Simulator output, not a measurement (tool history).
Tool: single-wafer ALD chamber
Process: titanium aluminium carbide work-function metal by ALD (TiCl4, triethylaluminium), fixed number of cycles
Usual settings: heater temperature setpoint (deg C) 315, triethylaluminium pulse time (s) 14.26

| run | hour | heater temperature setpoint (deg C) | triethylaluminium pulse time (s) | read-back reference wafer on the same gauge, thickness_nm | mean film thickness on the monitor wafer (Å) |
|---|---|---|---|---|---|
| 1 | 0 | 304 | 16.21 | 2.694 | 22.25 |
| 2 | 12.8 | 304 | 16.21 | 2.694 | 22.32 |
| 3 | 26.4 | 304 | 16.21 | 2.696 | 22.38 |
| 4 | 61 | 315 | 14.26 | 2.696 | 23.14 |
| 5 | 90.9 | 315 | 14.26 | 2.697 | 23.28 |
| 6 | 109.3 | 315 | 14.26 | 2.697 | 23.15 |
| 7 | 124.3 | 326 | 14.26 | 2.699 | 24.3 |
| 8 | 137.6 | 315 | 14.26 | 2.699 | 23.28 |
| 9 | 160.5 | 315 | 14.26 | 2.7 | 23.16 |
| 10 | 195.9 | 315 | 14.26 | 2.7 | 23.28 |
| 11 | 226.6 | 315 | 14.26 | 2.7 | 23.21 |
| 12 | 257.9 | 315 | 11.81 | 2.701 | 23 |
|  | 282.6 | showerhead replaced |
|  | 289.3 | thermocouple changed; heater temperature recalibrated |
| 13 | 289.8 | 315 | 11.81 | 2.7 | 23.05 |
| 14 | 300.3 | 305 | 14.26 | 2.7 | 22.38 |
|  | 302 | gauge calibrated |
| 15 | 328.8 | 311 | 14.26 | 2.676 | 22.73 |
| 16 | 359.7 | 304 | 16.21 | 2.683 | 22.28 |
| 17 | 372.2 | 324 | 16.46 | 2.684 | 24.05 |
| 18 | 394.2 | 315 | 11.81 | 2.687 | 22.87 |

What does the tool deliver on the next run?
| 19 | 418 | 315 | 14.26 | ? | ? |

{"run 19": {"read-back reference wafer on the same gauge, thickness_nm": 2.691, "mean film thickness on the monitor wafer (Å)": 23.1}}
Minus the tool's unlogged condition, the same run would have read mean film thickness on the monitor wafer (Å) 22.92.
